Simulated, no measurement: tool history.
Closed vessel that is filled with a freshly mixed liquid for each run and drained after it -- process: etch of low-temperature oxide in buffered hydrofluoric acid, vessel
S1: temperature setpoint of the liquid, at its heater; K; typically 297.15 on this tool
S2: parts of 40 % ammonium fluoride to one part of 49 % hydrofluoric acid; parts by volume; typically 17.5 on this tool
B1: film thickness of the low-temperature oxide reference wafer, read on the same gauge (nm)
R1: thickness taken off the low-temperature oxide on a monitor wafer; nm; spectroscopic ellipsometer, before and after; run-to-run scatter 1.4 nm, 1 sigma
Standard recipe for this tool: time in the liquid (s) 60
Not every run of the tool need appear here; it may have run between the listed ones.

{"run": 1, "day": 0.0, "S1": 294.15, "S2": 17.5, "time in the liquid (s)": 60, "B1": 69.99, "R1": 163.52}
{"run": 2, "day": 2.888, "S1": 294.15, "S2": 17.5, "time in the liquid (s)": 60, "B1": 69.97, "R1": 163.25}
{"run": 3, "day": 5.146, "S1": 297.15, "S2": 17.5, "time in the liquid (s)": 40, "B1": 70.0, "R1": 130.61}
{"run": 4, "day": 6.225, "S1": 297.15, "S2": 17.5, "time in the liquid (s)": 40, "B1": 70.01, "R1": 130.32}
{"run": 5, "day": 8.658, "S1": 297.15, "S2": 17.5, "time in the liquid (s)": 40, "B1": 69.99, "R1": 129.4}
{"run": 6, "day": 10.767, "S1": 299.65, "S2": 17.5, "time in the liquid (s)": 75, "B1": 70.04, "R1": 275.52}
{"run": 7, "day": 18.167, "S1": 299.65, "S2": 17.5, "time in the liquid (s)": 75, "B1": 69.99, "R1": 274.95}
{"run": 8, "day": 20.888, "S1": 297.15, "S2": 17.5, "time in the liquid (s)": 60, "B1": 70.0, "R1": 192.62}
{"run": 9, "day": 22.867, "S1": 297.15, "S2": 17.5, "time in the liquid (s)": 60, "B1": 69.98, "R1": 194.51}
{"run": 10, "day": 24.633, "S1": 297.15, "S2": 17.5, "time in the liquid (s)": 60, "B1": 69.96, "R1": 193.89}
{"run": 11, "day": 27.454, "S1": 297.15, "S2": 17.5, "time in the liquid (s)": 60, "B1": 70.0, "R1": 195.11}
{"day": 28.912, "done": "gauge calibrated"}
{"day": 28.946, "done": "hydrofluoric acid flow meter replaced"}
{"run": 12, "day": 29.338, "S1": 297.15, "S2": 17.5, "time in the liquid (s)": 60, "B1": 69.97, "R1": 194.08}
{"day": 31.008, "done": "thermometer replaced"}
{"run": 13, "day": 32.225, "S1": 297.15, "S2": 17.5, "time in the liquid (s)": 60, "B1": 69.98, "R1": 193.34}
{"run": 14, "day": 33.383, "S1": 297.15, "S2": 17.5, "time in the liquid (s)": 60, "B1": 70.01, "R1": 192.0}
{"run": 15, "day": 34.979, "S1": 297.15, "S2": 17.5, "time in the liquid (s)": 60, "B1": 70.02, "R1": 193.86}
{"run": 16, "day": 36.754, "S1": 297.15, "S2": 21.0, "time in the liquid (s)": 60, "B1": 70.01, "R1": 165.07}
{"run": 17, "day": 38.229, "S1": 297.15, "S2": 17.5, "time in the liquid (s)": 75, "B1": 70.01, "R1": 244.23}
{"run": 18, "day": 39.421, "S1": 297.15, "S2": 21.5, "time in the liquid (s)": 60, "B1": 70.0, "R1": 161.13}
{"run": 19, "day": 40.754, "S1": 301.65, "S2": 17.5, "time in the liquid (s)": 35, "B1": 70.01, "R1": 143.6}
{"run": 20, "day": 43.288, "S1": 297.15, "S2": 17.5, "time in the liquid (s)": 60, "B1": 69.96, "R1": 194.66}
{"run": 21, "day": 45.079, "S1": 297.15, "S2": 17.5, "time in the liquid (s)": 80, "B1": 70.01, "R1": 261.2}
{"run": 22, "day": 46.742, "S1": 297.15, "S2": 17.5, "time in the liquid (s)": 60, "B1": 70.01, "R1": 194.63}
{"run": 23, "day": 49.733, "S1": 297.15, "S2": 17.5, "time in the liquid (s)": 60, "B1": 70.0, "R1": 193.0}
{"run": 24, "day": 51.367, "S1": 297.15, "S2": 17.5, "time in the liquid (s)": 35, "B1": 70.01, "R1": 112.45}
{"run": 25, "day": 52.604, "S1": 297.15, "S2": 17.5, "time in the liquid (s)": 60, "B1": 69.99, "R1": 194.53}
{"run": 26, "day": 54.229, "S1": 297.15, "S2": 17.5, "time in the liquid (s)": 60, "B1": 70.04, "R1": 196.2}
{"run": 27, "day": 57.108, "S1": 297.15, "S2": 24.0, "time in the liquid (s)": 80, "B1": 69.97, "R1": 198.67}
{"run": 28, "day": 59.846, "S1": 293.15, "S2": 17.5, "time in the liquid (s)": 60, "B1": 70.0, "R1": 156.7}
{"run": 29, "day": 61.042, "S1": 297.15, "S2": 17.5, "time in the liquid (s)": 60, "B1": 70.03, "R1": 193.23}
{"run": 30, "day": 63.554, "S1": 293.15, "S2": 20.0, "time in the liquid (s)": 60, "B1": 70.03, "R1": 136.8}

Here are 5 independent what-if runs from the current tool condition. What would each one return?
{"run": "A", "day": 63.583, "S1": 297.15, "S2": 17.5, "time in the liquid (s)": 60, "B1": "?", "R1": "?"}
{"run": "B", "day": 63.583, "S1": 297.15, "S2": 17.5, "time in the liquid (s)": 50, "B1": "?", "R1": "?"}
{"run": "C", "day": 63.583, "S1": 297.15, "S2": 21.5, "time in the liquid (s)": 75, "B1": "?", "R1": "?"}
{"run": "D", "day": 63.583, "S1": 295.15, "S2": 15.5, "time in the liquid (s)": 70, "B1": "?", "R1": "?"}
{"run": "E", "day": 63.583, "S1": 293.65, "S2": 17.5, "time in the liquid (s)": 90, "B1": "?", "R1": "?"}

run=A B1=69.97 R1=192.33
run=B B1=69.97 R1=160.27
run=C B1=69.97 R1=200.53
run=D B1=69.97 R1=226.52
run=E B1=69.97 R1=237.73
With the hidden condition removed and each run's random variation left untouched, the same runs would have given:
run=A R1=192.33
run=B R1=160.27
run=C R1=200.53
run=D R1=226.52
run=E R1=237.73

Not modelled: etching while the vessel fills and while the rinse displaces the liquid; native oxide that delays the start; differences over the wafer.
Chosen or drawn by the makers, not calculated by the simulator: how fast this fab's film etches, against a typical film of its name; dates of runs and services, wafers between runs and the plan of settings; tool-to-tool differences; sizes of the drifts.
